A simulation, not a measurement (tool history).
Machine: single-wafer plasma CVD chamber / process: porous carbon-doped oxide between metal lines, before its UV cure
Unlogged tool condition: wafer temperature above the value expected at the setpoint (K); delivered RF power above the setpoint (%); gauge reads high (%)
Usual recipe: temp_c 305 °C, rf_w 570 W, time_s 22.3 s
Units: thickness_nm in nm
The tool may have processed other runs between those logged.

run     day  temp_c  rf_w  time_s  wafers since the last listed run  hours since the last thermocouple change  hours since the last RF generator calibration  hours since the showerhead was replaced  hours since the gauge calibration  read-back reference wafer on the same gauge, thickness_nm  thickness_nm
  1   0.000     305   570    22.3                                 0                                    1916.7                                         1445.8                                   2823.0                              333.2                                                    110.042       117.564
  2   0.692     305   570    22.3                               228                                    1933.3                                         1462.4                                   2839.6                              349.8                                                    109.997       116.839
  3   1.392     305   570    22.3                               231                                    1950.1                                         1479.2                                   2856.4                              366.6                                                    109.876       116.162
  4   1.900     305   570    22.3                               167                                    1962.3                                         1491.4                                   2868.6                              378.8                                                    109.942       115.417
  5   2.696     305   570    22.3                               262                                    1981.4                                         1510.5                                   2887.7                              397.9                                                    109.919       116.167
  6   3.862     305   570    22.3                               385                                    2009.4                                         1538.5                                   2915.7                              425.9                                                    110.007       115.894
  7   4.621     312   570    22.3                               250                                    2027.6                                         1556.7                                   2933.9                              444.1                                                    109.904       111.304
  8   5.396     312   570    22.3                               256                                    2046.2                                         1575.3                                   2952.5                              462.7                                                    110.048       111.499
      6.050  -- gauge calibrated
  9   6.625     305   615    22.3                               406                                    2075.7                                         1604.8                                   2982.0                               13.8                                                    110.006       121.749
 10   9.208     305   615    22.3                               853                                    2137.7                                         1666.8                                   3044.0                               75.8                                                    110.127       122.781
 11  10.304     305   615    22.3                               362                                    2164.0                                         1693.1                                   3070.3                              102.1                                                    110.014       122.708
 12  11.221     310   570    22.3                               302                                    2186.0                                         1715.1                                   3092.3                              124.1                                                    109.978       112.979
 13  12.708     305   570    22.3                               491                                    2221.7                                         1750.8                                   3128.0                              159.8                                                    110.017       116.293
     13.292  -- thermocouple changed; heater temperature recalibrated
 14  14.096     305   570    22.3                               348                                      19.3                                         1784.1                                   3161.3                              193.1                                                    109.944       116.438
     14.871  -- showerhead replaced, of another model than before
 15  15.183     314   570    22.3                               249                                      45.4                                         1810.2                                      7.5                              219.2                                                    109.895       107.090
 16  16.142     314   570    22.3                               316                                      68.4                                         1833.2                                     30.5                              242.2                                                    110.031       106.516
 17  17.583     305   570    22.3                               476                                     103.0                                         1867.8                                     65.1                              276.8                                                    109.978       112.469
 18  18.462     311   530    22.3                               290                                     124.1                                         1888.9                                     86.2                              297.9                                                    110.068       100.052
 19  19.896     305   650    22.3                               473                                     158.5                                         1923.3                                    120.6                              332.3                                                    109.998       127.057
 20  20.858     310   650    22.3                               317                                     181.6                                         1946.4                                    143.7                              355.4                                                    110.073       124.336
 21  22.096     305   570    23.6                               408                                     211.3                                         1976.1                                    173.4                              385.1                                                    110.046       118.994
     22.758  -- RF generator calibrated
 22  23.146     305   570    22.3                               236                                     236.5                                            9.3                                    198.6                              410.3                                                    110.091       121.882
 23  24.438     298   680    19.3                               426                                     267.5                                           40.3                                    229.6                              441.3                                                    110.024       132.779
 24  27.458     305   480    22.3                               998                                     340.0                                          112.8                                    302.1                              513.8                                                    110.061       101.694
 25  27.996     305   570    25.1                               177                                     352.9                                          125.7                                    315.0                              526.7                                                    110.156       135.389
     28.196  -- gauge calibrated
 26  28.996     305   570    22.3                               330                                     376.9                                          149.7                                    339.0                               19.2                                                    109.903       122.747
 27  30.425     305   570    22.3                               472                                     411.2                                          184.0                                    373.3                               53.5                                                    110.011       120.982
 28  31.638     305   570    22.3                               400                                     440.3                                          213.1                                    402.4                               82.6                                                    110.022       121.060
 29  32.829     296   655    22.3                               393                                     468.9                                          241.7                                    431.0                              111.2                                                    110.039       145.299
 30  33.675     312   570    25.7                               279                                     489.2                                          262.0                                    451.3                              131.5                                                    110.035       132.099
 31  34.746     305   570    23.8                               353                                     514.9                                          287.7                                    477.0                              157.2                                                    110.040       127.102
 32  35.921     305   570    22.3                               388                                     543.1                                          315.9                                    505.2                              185.4                                                    110.006       119.963

Below are 4 alternative next runs, each starting from the tool's condition after run 32. Predict each:
  A  35.938     313   570    22.3                                 5                                     543.5                                          316.3                                    505.6                              185.8                                                          ?             ?
  B  35.938     295   520    19.7                                 5                                     543.5                                          316.3                                    505.6                              185.8                                                          ?             ?
  C  35.938     305   570    19.8                                 5                                     543.5                                          316.3                                    505.6                              185.8                                                          ?             ?
  D  35.938     292   460    22.3                                 5                                     543.5                                          316.3                                    505.6                              185.8                                                          ?             ?

run  read-back reference wafer on the same gauge, thickness_nm  thickness_nm
  A                                                    109.925       113.868
  B                                                    109.925       103.109
  C                                                    109.925       106.621
  D                                                    109.925       101.968
Stripped of hidden state, with their random variation kept, the same runs would have yielded:
run  thickness_nm
  A       118.034
  B       106.996
  C       110.522
  D       106.401
